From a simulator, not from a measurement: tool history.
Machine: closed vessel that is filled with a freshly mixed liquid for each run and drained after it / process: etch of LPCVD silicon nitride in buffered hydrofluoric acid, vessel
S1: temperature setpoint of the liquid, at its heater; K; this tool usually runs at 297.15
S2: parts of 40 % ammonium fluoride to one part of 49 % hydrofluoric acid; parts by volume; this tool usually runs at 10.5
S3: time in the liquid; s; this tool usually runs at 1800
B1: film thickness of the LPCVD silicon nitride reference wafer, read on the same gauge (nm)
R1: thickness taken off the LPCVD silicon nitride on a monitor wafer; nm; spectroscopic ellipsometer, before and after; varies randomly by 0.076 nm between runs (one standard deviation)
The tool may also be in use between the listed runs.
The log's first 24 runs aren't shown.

Run 25, hour 1248.9: usual settings; B1 120.03. Result: R1 24.84 nm.
Run 26, hour 1301.5: usual settings but S1 299.15 K, S2 12.0 parts by volume; B1 120.02. Result: R1 24.33 nm.
At hour 1323.8: hydrofluoric acid flow meter replaced.
Run 27, hour 1351.2: usual settings but S1 294.15 K, S2 14.0 parts by volume; B1 119.99. Result: R1 15.91 nm.
Run 28, hour 1421.0: usual settings; B1 120.00. Result: R1 24.94 nm.
Run 29, hour 1470.8: usual settings; B1 119.99. Result: R1 24.78 nm.
Run 30, hour 1498.5: usual settings but S1 300.15 K, S2 7.5 parts by volume, S3 2800 s; B1 120.00. Result: R1 62.26 nm.
At hour 1499.0: gauge calibrated.
Run 31, hour 1566.7: usual settings but S1 299.65 K, S2 13.0 parts by volume; B1 120.00. Result: R1 23.11 nm.
Run 32, hour 1625.9: usual settings but S3 2495 s; B1 119.99. Result: R1 34.71 nm.

Alternative continuations, all from the tool just after run 32; predict every row:
Run A, hour 1627.1: usual settings but S3 975 s; B1 ?. Result: R1 ?.
Run B, hour 1627.1: usual settings but S2 12.0 parts by volume, S3 1180 s; B1 ?. Result: R1 ?.
Run C, hour 1627.1: usual settings but S1 292.65 K, S3 2265 s; B1 ?. Result: R1 ?.
Run D, hour 1627.1: usual settings but S1 301.15 K, S2 14.0 parts by volume, S3 2550 s; B1 ?. Result: R1 ?.

run      B1     R1
  A  119.99  13.39
  B  119.99  14.22
  C  119.99  24.24
  D  119.99  32.79
Take away the tool's hidden state, keep each run's random variation, and the runs would have read:
run     R1
  A  13.39
  B  14.22
  C  24.24
  D  32.79
